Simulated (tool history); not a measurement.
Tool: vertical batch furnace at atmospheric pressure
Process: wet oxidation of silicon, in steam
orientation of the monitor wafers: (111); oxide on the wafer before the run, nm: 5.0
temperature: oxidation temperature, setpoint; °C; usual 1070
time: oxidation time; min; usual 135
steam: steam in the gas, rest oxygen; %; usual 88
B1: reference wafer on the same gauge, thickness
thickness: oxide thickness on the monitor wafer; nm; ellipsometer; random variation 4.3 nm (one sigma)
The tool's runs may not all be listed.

{"run": 1, "hour": 0.0, "temperature": 1061, "time": 135, "steam": 88, "B1": 831.43, "thickness": 908.75}
{"run": 2, "hour": 19.2, "temperature": 1070, "time": 135, "steam": 88, "B1": 831.64, "thickness": 939.34}
{"run": 3, "hour": 47.6, "temperature": 1070, "time": 135, "steam": 88, "B1": 831.62, "thickness": 938.34}
{"run": 4, "hour": 81.2, "temperature": 1070, "time": 135, "steam": 88, "B1": 831.8, "thickness": 940.21}
{"run": 5, "hour": 94.6, "temperature": 1070, "time": 135, "steam": 88, "B1": 831.18, "thickness": 939.18}
{"run": 6, "hour": 114.6, "temperature": 1070, "time": 135, "steam": 88, "B1": 831.23, "thickness": 939.48}
{"run": 7, "hour": 139.4, "temperature": 1070, "time": 135, "steam": 88, "B1": 832.46, "thickness": 939.94}
{"run": 8, "hour": 167.0, "temperature": 1070, "time": 135, "steam": 88, "B1": 831.97, "thickness": 938.71}
{"run": 9, "hour": 183.0, "temperature": 1070, "time": 135, "steam": 88, "B1": 831.62, "thickness": 938.42}
{"run": 10, "hour": 212.7, "temperature": 1070, "time": 135, "steam": 88, "B1": 832.68, "thickness": 939.99}
{"run": 11, "hour": 225.5, "temperature": 1057, "time": 135, "steam": 88, "B1": 832.16, "thickness": 902.71}
{"run": 12, "hour": 241.3, "temperature": 1057, "time": 135, "steam": 88, "B1": 832.24, "thickness": 898.25}
{"run": 13, "hour": 257.2, "temperature": 1070, "time": 109.5, "steam": 88, "B1": 832.08, "thickness": 835.39}
{"run": 14, "hour": 280.8, "temperature": 1070, "time": 109.5, "steam": 88, "B1": 831.89, "thickness": 844.37}
{"run": 15, "hour": 313.0, "temperature": 1070, "time": 109.5, "steam": 88, "B1": 831.73, "thickness": 843.86}
{"run": 16, "hour": 326.1, "temperature": 1083, "time": 167.5, "steam": 88, "B1": 832.03, "thickness": 1111.12}
{"run": 17, "hour": 360.5, "temperature": 1070, "time": 182.5, "steam": 97, "B1": 831.13, "thickness": 1159.11}
{"run": 18, "hour": 375.8, "temperature": 1070, "time": 135, "steam": 88, "B1": 832.81, "thickness": 937.31}
{"run": 19, "hour": 407.6, "temperature": 1070, "time": 135, "steam": 88, "B1": 831.24, "thickness": 944.98}
{"hour": 410.0, "done": "gauge calibrated"}
{"run": 20, "hour": 435.8, "temperature": 1070, "time": 135, "steam": 88, "B1": 832.31, "thickness": 935.95}
{"run": 21, "hour": 466.9, "temperature": 1064, "time": 166, "steam": 78, "B1": 831.89, "thickness": 966.15}
{"run": 22, "hour": 525.0, "temperature": 1070, "time": 135, "steam": 94, "B1": 832.12, "thickness": 982.88}
{"run": 23, "hour": 542.2, "temperature": 1070, "time": 135, "steam": 88, "B1": 832.44, "thickness": 943}
{"run": 24, "hour": 555.1, "temperature": 1070, "time": 173.5, "steam": 88, "B1": 831.52, "thickness": 1081.16}
{"run": 25, "hour": 580.5, "temperature": 1070, "time": 115.5, "steam": 88, "B1": 832.96, "thickness": 862.72}
{"hour": 610.1, "done": "thermocouples replaced and temperature profile calibrated"}
{"run": 26, "hour": 610.6, "temperature": 1051, "time": 165, "steam": 78, "B1": 831.74, "thickness": 914.86}
{"run": 27, "hour": 619.5, "temperature": 1047, "time": 73, "steam": 83, "B1": 832.63, "thickness": 600.02}
{"run": 28, "hour": 632.5, "temperature": 1070, "time": 135, "steam": 88, "B1": 832.23, "thickness": 945.41}

Run 29 comes next. What will it give?
{"run": 29, "hour": 645.1, "temperature": 1070, "time": 135, "steam": 88, "B1": "?", "thickness": "?"}

{"run 29": {"B1": 831.95, "thickness": 940.75}}
Without the tool's hidden state the same run would have given thickness 940.75 nm.

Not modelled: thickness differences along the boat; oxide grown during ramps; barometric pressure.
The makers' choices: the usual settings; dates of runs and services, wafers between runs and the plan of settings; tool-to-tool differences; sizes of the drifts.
